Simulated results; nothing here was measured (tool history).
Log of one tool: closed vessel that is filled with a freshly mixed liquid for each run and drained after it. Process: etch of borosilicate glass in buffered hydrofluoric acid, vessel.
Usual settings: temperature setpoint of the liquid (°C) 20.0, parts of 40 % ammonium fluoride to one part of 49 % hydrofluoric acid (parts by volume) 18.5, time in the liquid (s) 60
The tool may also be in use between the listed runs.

run   hour  temperature setpoint of the liquid (°C)  parts of 40 % ammonium fluoride to one part of 49 % hydrofluoric acid (parts by volume)  time in the liquid (s)  wafers since the last listed run  hours since the thermometer was replaced  hours since the hydrofluoric acid flow meter was replaced  hours since the gauge calibration  read-back film thickness of the borosilicate glass reference wafer, read on the same gauge (nm)  thickness taken off the borosilicate glass on a monitor wafer (nm)
  1    0.0                                     20.0                                                                                     18.5                      60                                 0                                    1637.3                                                      341.2                              390.0                                                                                           120.01                                                               40.53
  2   12.5                                     20.0                                                                                     18.5                      85                               849                                    1649.8                                                      353.7                              402.5                                                                                           120.01                                                               57.14
  3   43.3                                     20.0                                                                                     18.5                      85                              2094                                    1680.6                                                      384.5                              433.3                                                                                           119.98                                                               57.22
  4   76.6                                     22.0                                                                                     18.5                      60                              2264                                    1713.9                                                      417.8                              466.6                                                                                           119.99                                                               45.05
  5  101.7                                     20.0                                                                                     18.5                      60                              1706                                    1739.0                                                      442.9                              491.7                                                                                           120.02                                                               40.14
  6  201.4                                     20.0                                                                                     18.5                      60                              6778                                    1838.7                                                      542.6                              591.4                                                                                           119.97                                                               40.73
     260.3  -- gauge calibrated
  7  298.4                                     20.0                                                                                     18.5                      60                              6595                                    1935.7                                                      639.6                               38.1                                                                                           120.01                                                               40.85
  8  315.7                                     20.0                                                                                     18.5                      60                              1176                                    1953.0                                                      656.9                               55.4                                                                                           119.99                                                               40.71
  9  341.3                                     20.0                                                                                     18.5                      60                              1740                                    1978.6                                                      682.5                               81.0                                                                                           120.01                                                               41.15
 10  362.0                                     20.0                                                                                     18.5                      70                              1407                                    1999.3                                                      703.2                              101.7                                                                                           120.02                                                               47.26
 11  379.0                                     20.0                                                                                     18.5                      70                              1155                                    2016.3                                                      720.2                              118.7                                                                                           119.98                                                               47.86
     386.5  -- hydrofluoric acid flow meter replaced
 12  398.2                                     20.0                                                                                     21.0                      95                              1237                                    2035.5                                                       11.7                              137.9                                                                                           119.99                                                               57.69
     453.1  -- thermometer replaced
 13  469.5                                     24.5                                                                                     11.5                      40                              4779                                      16.4                                                       83.0                              209.2                                                                                           119.99                                                               49.61
 14  491.9                                     20.0                                                                                     18.5                      60                              1523                                      38.8                                                      105.4                              231.6                                                                                           119.99                                                               36.65
 15  513.0                                     17.0                                                                                     15.0                      60                              1434                                      59.9                                                      126.5                              252.7                                                                                           119.98                                                               37.46
 16  540.5                                     20.0                                                                                     18.5                      90                              1869                                      87.4                                                      154.0                              280.2                                                                                           120.00                                                               54.04
 17  575.5                                     20.0                                                                                     11.5                      95                              2379                                     122.4                                                      189.0                              315.2                                                                                           119.99                                                               91.99

Run 18 comes next. What will it give?
 18  611.0                                     20.0                                                                                     18.5                      60                              2413                                     157.9                                                      224.5                              350.7                                                                                                ?                                                                   ?

read-back film thickness of the borosilicate glass reference wafer, read on the same gauge (nm): 120.00
thickness taken off the borosilicate glass on a monitor wafer (nm): 35.60
Without the tool's hidden state the same run would have given thickness taken off the borosilicate glass on a monitor wafer (nm) 35.25.
